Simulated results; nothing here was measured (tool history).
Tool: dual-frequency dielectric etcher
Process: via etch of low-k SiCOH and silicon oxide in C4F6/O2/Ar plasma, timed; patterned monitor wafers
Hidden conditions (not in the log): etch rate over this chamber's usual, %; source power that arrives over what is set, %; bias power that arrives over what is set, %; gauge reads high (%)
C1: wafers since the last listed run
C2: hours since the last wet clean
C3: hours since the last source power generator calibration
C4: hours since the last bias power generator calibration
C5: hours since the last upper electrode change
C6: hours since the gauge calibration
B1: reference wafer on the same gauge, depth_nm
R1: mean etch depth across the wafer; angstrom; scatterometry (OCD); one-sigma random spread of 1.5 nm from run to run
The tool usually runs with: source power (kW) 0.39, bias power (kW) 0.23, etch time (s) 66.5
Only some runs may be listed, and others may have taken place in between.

{"run": 1, "hour": 0.0, "source power (kW)": 0.37, "bias power (kW)": 0.23, "etch time (s)": 66.5, "C1": 0, "C2": 403, "C3": 968.6, "C4": 1192.3, "C5": 4789.6, "C6": 672.8, "B1": 200.8, "R1": 2096}
{"hour": 85.4, "done": "wet clean of the chamber"}
{"run": 2, "hour": 85.9, "source power (kW)": 0.39, "bias power (kW)": 0.23, "etch time (s)": 66.5, "C1": 404, "C2": 0.5, "C3": 1054.5, "C4": 1278.2, "C5": 4875.5, "C6": 758.7, "B1": 200.1, "R1": 2144}
{"run": 3, "hour": 116.4, "source power (kW)": 0.39, "bias power (kW)": 0.23, "etch time (s)": 66.5, "C1": 199, "C2": 31, "C3": 1085, "C4": 1308.7, "C5": 4906, "C6": 789.2, "B1": 200, "R1": 2124}
{"run": 4, "hour": 173.9, "source power (kW)": 0.39, "bias power (kW)": 0.23, "etch time (s)": 66.5, "C1": 375, "C2": 88.5, "C3": 1142.5, "C4": 1366.2, "C5": 4963.5, "C6": 846.7, "B1": 200.3, "R1": 2145}
{"run": 5, "hour": 220.0, "source power (kW)": 0.39, "bias power (kW)": 0.23, "etch time (s)": 66.5, "C1": 301, "C2": 134.6, "C3": 1188.6, "C4": 1412.3, "C5": 5009.6, "C6": 892.8, "B1": 200.3, "R1": 2152}
{"run": 6, "hour": 268.6, "source power (kW)": 0.39, "bias power (kW)": 0.23, "etch time (s)": 66.5, "C1": 317, "C2": 183.2, "C3": 1237.2, "C4": 1460.9, "C5": 5058.2, "C6": 941.4, "B1": 200.4, "R1": 2116}
{"run": 7, "hour": 322.0, "source power (kW)": 0.39, "bias power (kW)": 0.23, "etch time (s)": 66.5, "C1": 348, "C2": 236.6, "C3": 1290.6, "C4": 1514.3, "C5": 5111.6, "C6": 994.8, "B1": 200, "R1": 2113}
{"run": 8, "hour": 472.5, "source power (kW)": 0.39, "bias power (kW)": 0.23, "etch time (s)": 66.5, "C1": 982, "C2": 387.1, "C3": 1441.1, "C4": 1664.8, "C5": 5262.1, "C6": 1145.3, "B1": 199.6, "R1": 2096}
{"run": 9, "hour": 545.3, "source power (kW)": 0.39, "bias power (kW)": 0.23, "etch time (s)": 66.5, "C1": 475, "C2": 459.9, "C3": 1513.9, "C4": 1737.6, "C5": 5334.9, "C6": 1218.1, "B1": 200, "R1": 2123}
{"hour": 622.3, "done": "wet clean of the chamber"}
{"run": 10, "hour": 638.7, "source power (kW)": 0.39, "bias power (kW)": 0.257, "etch time (s)": 66.5, "C1": 453, "C2": 16.4, "C3": 1607.3, "C4": 1831, "C5": 5428.3, "C6": 1311.5, "B1": 199.9, "R1": 2176}
{"run": 11, "hour": 680.8, "source power (kW)": 0.39, "bias power (kW)": 0.23, "etch time (s)": 66.5, "C1": 274, "C2": 58.5, "C3": 1649.4, "C4": 1873.1, "C5": 5470.4, "C6": 1353.6, "B1": 200.1, "R1": 2126}
{"run": 12, "hour": 751.8, "source power (kW)": 0.39, "bias power (kW)": 0.23, "etch time (s)": 66.5, "C1": 463, "C2": 129.5, "C3": 1720.4, "C4": 1944.1, "C5": 5541.4, "C6": 1424.6, "B1": 199.5, "R1": 2123}
{"run": 13, "hour": 823.7, "source power (kW)": 0.39, "bias power (kW)": 0.23, "etch time (s)": 66.5, "C1": 469, "C2": 201.4, "C3": 1792.3, "C4": 2016, "C5": 5613.3, "C6": 1496.5, "B1": 200, "R1": 2131}
{"hour": 861.9, "done": "bias power generator calibrated"}
{"run": 14, "hour": 866.9, "source power (kW)": 0.34, "bias power (kW)": 0.211, "etch time (s)": 66.5, "C1": 255, "C2": 244.6, "C3": 1835.5, "C4": 5, "C5": 5656.5, "C6": 1539.7, "B1": 200.1, "R1": 1933}
{"run": 15, "hour": 907.4, "source power (kW)": 0.34, "bias power (kW)": 0.181, "etch time (s)": 51.5, "C1": 264, "C2": 285.1, "C3": 1876, "C4": 45.5, "C5": 5697, "C6": 1580.2, "B1": 200.3, "R1": 1443}
{"run": 16, "hour": 977.6, "source power (kW)": 0.39, "bias power (kW)": 0.23, "etch time (s)": 66.5, "C1": 458, "C2": 355.3, "C3": 1946.2, "C4": 115.7, "C5": 5767.2, "C6": 1650.4, "B1": 200.2, "R1": 2119}
{"hour": 1047.1, "done": "source power generator calibrated"}
{"run": 17, "hour": 1059.3, "source power (kW)": 0.3, "bias power (kW)": 0.19, "etch time (s)": 85, "C1": 507, "C2": 437, "C3": 12.2, "C4": 197.4, "C5": 5848.9, "C6": 1732.1, "B1": 199.3, "R1": 2250}
{"run": 18, "hour": 1156.7, "source power (kW)": 0.31, "bias power (kW)": 0.27, "etch time (s)": 83, "C1": 636, "C2": 534.4, "C3": 109.6, "C4": 294.8, "C5": 5946.3, "C6": 1829.5, "B1": 200, "R1": 2440}
{"hour": 1238.8, "done": "wet clean of the chamber"}
{"run": 19, "hour": 1243.4, "source power (kW)": 0.39, "bias power (kW)": 0.247, "etch time (s)": 66.5, "C1": 409, "C2": 4.6, "C3": 196.3, "C4": 381.5, "C5": 6033, "C6": 1916.2, "B1": 199.8, "R1": 2228}
{"hour": 1245.2, "done": "gauge calibrated"}
{"hour": 1360.8, "done": "upper electrode replaced"}
{"run": 20, "hour": 1361.3, "source power (kW)": 0.39, "bias power (kW)": 0.23, "etch time (s)": 66.5, "C1": 613, "C2": 122.5, "C3": 314.2, "C4": 499.4, "C5": 0.5, "C6": 116.1, "B1": 200.6, "R1": 2162}
{"run": 21, "hour": 1445.7, "source power (kW)": 0.31, "bias power (kW)": 0.215, "etch time (s)": 57.5, "C1": 551, "C2": 206.9, "C3": 398.6, "C4": 583.8, "C5": 84.9, "C6": 200.5, "B1": 199.7, "R1": 1587}
{"run": 22, "hour": 1487.7, "source power (kW)": 0.45, "bias power (kW)": 0.181, "etch time (s)": 57, "C1": 274, "C2": 248.9, "C3": 440.6, "C4": 625.8, "C5": 126.9, "C6": 242.5, "B1": 199.8, "R1": 1927}
{"run": 23, "hour": 1575.6, "source power (kW)": 0.29, "bias power (kW)": 0.23, "etch time (s)": 78, "C1": 574, "C2": 336.8, "C3": 528.5, "C4": 713.7, "C5": 214.8, "C6": 330.4, "B1": 199.8, "R1": 2082}
{"run": 24, "hour": 1628.7, "source power (kW)": 0.39, "bias power (kW)": 0.23, "etch time (s)": 79.5, "C1": 346, "C2": 389.9, "C3": 581.6, "C4": 766.8, "C5": 267.9, "C6": 383.5, "B1": 199.9, "R1": 2573}
{"run": 25, "hour": 1692.6, "source power (kW)": 0.37, "bias power (kW)": 0.23, "etch time (s)": 66.5, "C1": 417, "C2": 453.8, "C3": 645.5, "C4": 830.7, "C5": 331.8, "C6": 447.4, "B1": 199.4, "R1": 2078}
{"hour": 1743.8, "done": "wet clean of the chamber"}
{"run": 26, "hour": 1796.7, "source power (kW)": 0.39, "bias power (kW)": 0.19, "etch time (s)": 79.5, "C1": 523, "C2": 52.9, "C3": 749.6, "C4": 934.8, "C5": 435.9, "C6": 551.5, "B1": 200.1, "R1": 2449}
{"run": 27, "hour": 1893.7, "source power (kW)": 0.42, "bias power (kW)": 0.277, "etch time (s)": 72.5, "C1": 633, "C2": 149.9, "C3": 846.6, "C4": 1031.8, "C5": 532.9, "C6": 648.5, "B1": 199.4, "R1": 2560}
{"run": 28, "hour": 1971.1, "source power (kW)": 0.31, "bias power (kW)": 0.274, "etch time (s)": 76, "C1": 505, "C2": 227.3, "C3": 924, "C4": 1109.2, "C5": 610.3, "C6": 725.9, "B1": 200.6, "R1": 2199}
{"run": 29, "hour": 2110.6, "source power (kW)": 0.39, "bias power (kW)": 0.23, "etch time (s)": 66.5, "C1": 911, "C2": 366.8, "C3": 1063.5, "C4": 1248.7, "C5": 749.8, "C6": 865.4, "B1": 200.4, "R1": 2124}

Branching from run 29: 4 alternative next runs. What would each branch give?
{"run": "A", "hour": 2111.0, "source power (kW)": 0.39, "bias power (kW)": 0.23, "etch time (s)": 66.5, "C1": 2, "C2": 367.2, "C3": 1063.9, "C4": 1249.1, "C5": 750.2, "C6": 865.8, "B1": "?", "R1": "?"}
{"run": "B", "hour": 2111.0, "source power (kW)": 0.39, "bias power (kW)": 0.282, "etch time (s)": 66.5, "C1": 2, "C2": 367.2, "C3": 1063.9, "C4": 1249.1, "C5": 750.2, "C6": 865.8, "B1": "?", "R1": "?"}
{"run": "C", "hour": 2111.0, "source power (kW)": 0.47, "bias power (kW)": 0.181, "etch time (s)": 48, "C1": 2, "C2": 367.2, "C3": 1063.9, "C4": 1249.1, "C5": 750.2, "C6": 865.8, "B1": "?", "R1": "?"}
{"run": "D", "hour": 2111.0, "source power (kW)": 0.48, "bias power (kW)": 0.272, "etch time (s)": 73, "C1": 2, "C2": 367.2, "C3": 1063.9, "C4": 1249.1, "C5": 750.2, "C6": 865.8, "B1": "?", "R1": "?"}

run=A B1=200.2 R1=2149
run=B B1=200.2 R1=2247
run=C B1=200.2 R1=1652
run=D B1=200.2 R1=2758
With no hidden state in the tool, these same runs would have given:
run=A R1=2201
run=B R1=2300
run=C R1=1693
run=D R1=2825

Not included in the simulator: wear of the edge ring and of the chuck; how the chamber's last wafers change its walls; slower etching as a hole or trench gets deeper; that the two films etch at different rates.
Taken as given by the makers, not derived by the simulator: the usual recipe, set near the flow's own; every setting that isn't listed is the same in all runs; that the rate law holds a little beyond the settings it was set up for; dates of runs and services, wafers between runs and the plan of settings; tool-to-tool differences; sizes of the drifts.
